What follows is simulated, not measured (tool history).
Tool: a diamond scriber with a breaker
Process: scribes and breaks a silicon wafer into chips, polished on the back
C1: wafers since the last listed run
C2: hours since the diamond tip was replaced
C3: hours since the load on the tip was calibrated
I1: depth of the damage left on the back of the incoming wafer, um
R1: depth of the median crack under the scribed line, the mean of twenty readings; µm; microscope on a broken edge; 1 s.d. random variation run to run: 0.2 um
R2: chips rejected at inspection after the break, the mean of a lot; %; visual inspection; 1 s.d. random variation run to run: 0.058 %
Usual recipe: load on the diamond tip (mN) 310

run 1 day=0 | load_on_the_diamond_tip_(mN)=255 | C1=0 C2=80.4 C3=1093.4 | I1=0.02 | R1=8.04 R2=7.1
run 2 day=2.692 | load_on_the_diamond_tip_(mN)=255 | C1=361 C2=145 C3=1158 | I1=0.03 | R1=8.11 R2=7.88
run 3 day=4.458 | load_on_the_diamond_tip_(mN)=382 | C1=237 C2=187.4 C3=1200.4 | I1=0.04 | R1=11.77 R2=5.46
run 4 day=6.692 | load_on_the_diamond_tip_(mN)=310 | C1=300 C2=241 C3=1254 | I1=0.04 | R1=9.77 R2=1.62
run 5 day=8.758 | load_on_the_diamond_tip_(mN)=345 | C1=277 C2=290.6 C3=1303.6 | I1=0.04 | R1=10.28 R2=1.53
run 6 day=10.262 | load_on_the_diamond_tip_(mN)=310 | C1=202 C2=326.7 C3=1339.7 | I1=0.03 | R1=9.33 R2=2.03
-- day=10.796 diamond tip replaced by a new one
run 7 day=13.321 | load_on_the_diamond_tip_(mN)=310 | C1=399 C2=60.6 C3=1413.1 | I1=0.04 | R1=9.04 R2=3.95
run 8 day=17.317 | load_on_the_diamond_tip_(mN)=310 | C1=537 C2=156.5 C3=1509 | I1=0.05 | R1=8.33 R2=4.72
run 9 day=19.662 | load_on_the_diamond_tip_(mN)=277 | C1=315 C2=212.8 C3=1565.3 | I1=0.05 | R1=7.54 R2=12.33
run 10 day=22.738 | load_on_the_diamond_tip_(mN)=310 | C1=413 C2=286.6 C3=1639.1 | I1=0.05 | R1=8.38 R2=6.63
run 11 day=24.779 | load_on_the_diamond_tip_(mN)=276 | C1=274 C2=335.6 C3=1688.1 | I1=0.04 | R1=7.35 R2=16.47
-- day=27.208 load on the tip recalibrated
-- day=27.758 diamond tip replaced by a new one, repeated, since the last time left the tool worse
run 12 day=27.896 | load_on_the_diamond_tip_(mN)=276 | C1=396 C2=3.3 C3=16.5 | I1=0.02 | R1=8.7 R2=3.18
run 13 day=29.888 | load_on_the_diamond_tip_(mN)=276 | C1=267 C2=51.1 C3=64.3 | I1=0.05 | R1=9.08 R2=3.31
run 14 day=33.496 | load_on_the_diamond_tip_(mN)=379 | C1=484 C2=137.7 C3=150.9 | I1=0.03 | R1=11.98 R2=5.62
run 15 day=36 | load_on_the_diamond_tip_(mN)=310 | C1=336 C2=197.8 C3=211 | I1=0.01 | R1=9.59 R2=1.29
run 16 day=39.408 | load_on_the_diamond_tip_(mN)=375 | C1=458 C2=279.6 C3=292.8 | I1=0.02 | R1=10.98 R2=3.52
-- day=41.121 diamond tip replaced by a new one
run 17 day=42.25 | load_on_the_diamond_tip_(mN)=375 | C1=370 C2=27.1 C3=361 | I1=0.04 | R1=12.01 R2=5.9
run 18 day=44.758 | load_on_the_diamond_tip_(mN)=342 | C1=337 C2=87.3 C3=421.2 | I1=0.04 | R1=10.91 R2=2.47
run 19 day=49.067 | load_on_the_diamond_tip_(mN)=236 | C1=579 C2=190.7 C3=524.6 | I1=0.05 | R1=7.59 R2=14.21
-- day=52.808 diamond tip replaced by a new one
run 20 day=53.092 | load_on_the_diamond_tip_(mN)=235 | C1=529 C2=6.8 C3=621.2 | I1=0.04 | R1=7.4 R2=13.15
run 21 day=54.896 | load_on_the_diamond_tip_(mN)=281 | C1=242 C2=50.1 C3=664.5 | I1=0.01 | R1=9.08 R2=2.68
run 22 day=59.388 | load_on_the_diamond_tip_(mN)=310 | C1=603 C2=157.9 C3=772.3 | I1=0.05 | R1=10.16 R2=1.39
run 23 day=62.071 | load_on_the_diamond_tip_(mN)=285 | C1=360 C2=222.3 C3=836.7 | I1=0.04 | R1=9.1 R2=3.17
run 24 day=64.3 | load_on_the_diamond_tip_(mN)=310 | C1=299 C2=275.8 C3=890.2 | I1=0.03 | R1=9.51 R2=1.57
-- day=65.183 diamond tip replaced by a new one
run 25 day=66.446 | load_on_the_diamond_tip_(mN)=355 | C1=277 C2=30.3 C3=941.7 | I1=0.01 | R1=11.27 R2=3.78
run 26 day=68.421 | load_on_the_diamond_tip_(mN)=230 | C1=265 C2=77.7 C3=989.1 | I1=0.03 | R1=7.31 R2=16

Some steps in R1, run to run, broken into two amounts with sign: the step expected even without the hidden condition (settings, incoming material, random variation), and the rest, left for the hidden condition together with whatever gauge scatter is not in both the measured and the hidden-condition-free result:
Hidden conditions of the tool in this case: share of the diamond tip's cutting effectiveness lost through wear, %; deviation of the load on the tip from its setpoint, %.
Run 2 -> 3: load on the diamond tip (mN) 255 -> 382. R1 +3.66 µm: hidden state -0.17, all else +3.83.
Run 6 -> 7: diamond tip replaced by a new one. R1 -0.29 µm: hidden state -0.57, all else +0.28.
Run 11 -> 12: load on the tip recalibrated, diamond tip replaced by a new one, repeated, since the last time left the tool worse. R1 +1.35 µm: hidden state +1.77, all else -0.42.
Run 25 -> 26: load on the diamond tip (mN) 355 -> 230. R1 -3.96 µm: hidden state -0.01, all else -3.95.

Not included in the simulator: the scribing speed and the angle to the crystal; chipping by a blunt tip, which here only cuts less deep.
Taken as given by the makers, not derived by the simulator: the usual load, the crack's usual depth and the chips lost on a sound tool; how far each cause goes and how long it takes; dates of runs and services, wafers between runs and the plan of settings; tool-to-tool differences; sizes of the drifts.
